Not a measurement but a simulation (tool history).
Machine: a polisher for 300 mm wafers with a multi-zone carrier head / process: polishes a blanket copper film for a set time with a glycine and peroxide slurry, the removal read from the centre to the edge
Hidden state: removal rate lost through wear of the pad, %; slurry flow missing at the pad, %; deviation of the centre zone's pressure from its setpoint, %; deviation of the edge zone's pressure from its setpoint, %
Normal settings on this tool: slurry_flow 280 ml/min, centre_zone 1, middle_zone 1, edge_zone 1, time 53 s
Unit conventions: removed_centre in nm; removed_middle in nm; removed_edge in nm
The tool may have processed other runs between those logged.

run	hour	slurry_flow	centre_zone	middle_zone	edge_zone	time	wafers since the last listed run	wafers polished on this pad	hours since the slurry nozzle was cleaned	hours since the centre zone pressure was calibrated	hours since the edge zone pressure was calibrated	hours since the carrier head's membrane was replaced	incoming thickness of the incoming film, nm	removed_centre	removed_middle	removed_edge
1	0	235	1	1.09	1	53	0	533	201.3	889	813.6	1320.4	1902.9	204.1	226.9	207.3
2	10.1	235	1	1.09	1	53	118	652	211.4	899.1	823.7	1330.5	1893.8	203.9	228.2	205.7
3	21	280	1	1	1	53	128	780	222.3	910	834.6	1341.4	1896.9	209.2	211.2	206.2
# hour 41.1: worn pad replaced by a new one
4	41.6	280	1	1	1	53	195	5	242.9	930.6	855.2	1362	1914.6	190.3	192	187.5
5	46.4	280	1	1	1	53	56	62	247.7	935.4	860	1366.8	1888.9	185.8	191.8	188.1
# hour 80.2: edge zone pressure recalibrated
# hour 90.7: worn pad replaced by a new one, repeated, since the last time left the tool worse
6	91.2	280	1	1	1	53	456	5	292.5	980.2	11	1411.6	1913.1	207.4	223.8	214.4
7	104.6	280	1	1	1	53	157	163	305.9	993.6	24.4	1425	1904.7	210.1	218.8	214.5
# hour 113.7: carrier head's membrane replaced by a new one
8	117.3	280	1	1	1	53	90	253	318.6	1006.3	37.1	3.6	1905.2	208.8	220.1	213.5
9	126.3	280	1	1	1.1	53	105	359	327.6	1015.3	46.1	12.6	1884.5	212.8	216.7	219
10	135.6	370	1	1	1	63	109	468	336.9	1024.6	55.4	21.9	1922.6	251.4	260.1	253

Run 11, settings as shown, results not yet in. Your forecast:
# hour 139.2: slurry nozzle cleaned
11	146.4	280	1	1	1	68	115	584	7.2	1035.4	66.2	32.7	1901.3	?	?	?

Run 11 came out at removed_centre 267 nm, removed_middle 276.8 nm, removed_edge 266.6 nm.
Take away the tool's hidden state, keep the run-to-run variation as it was, and the same run would have given removed_centre 278.1 nm, removed_middle 288.4 nm, removed_edge 277.7 nm.

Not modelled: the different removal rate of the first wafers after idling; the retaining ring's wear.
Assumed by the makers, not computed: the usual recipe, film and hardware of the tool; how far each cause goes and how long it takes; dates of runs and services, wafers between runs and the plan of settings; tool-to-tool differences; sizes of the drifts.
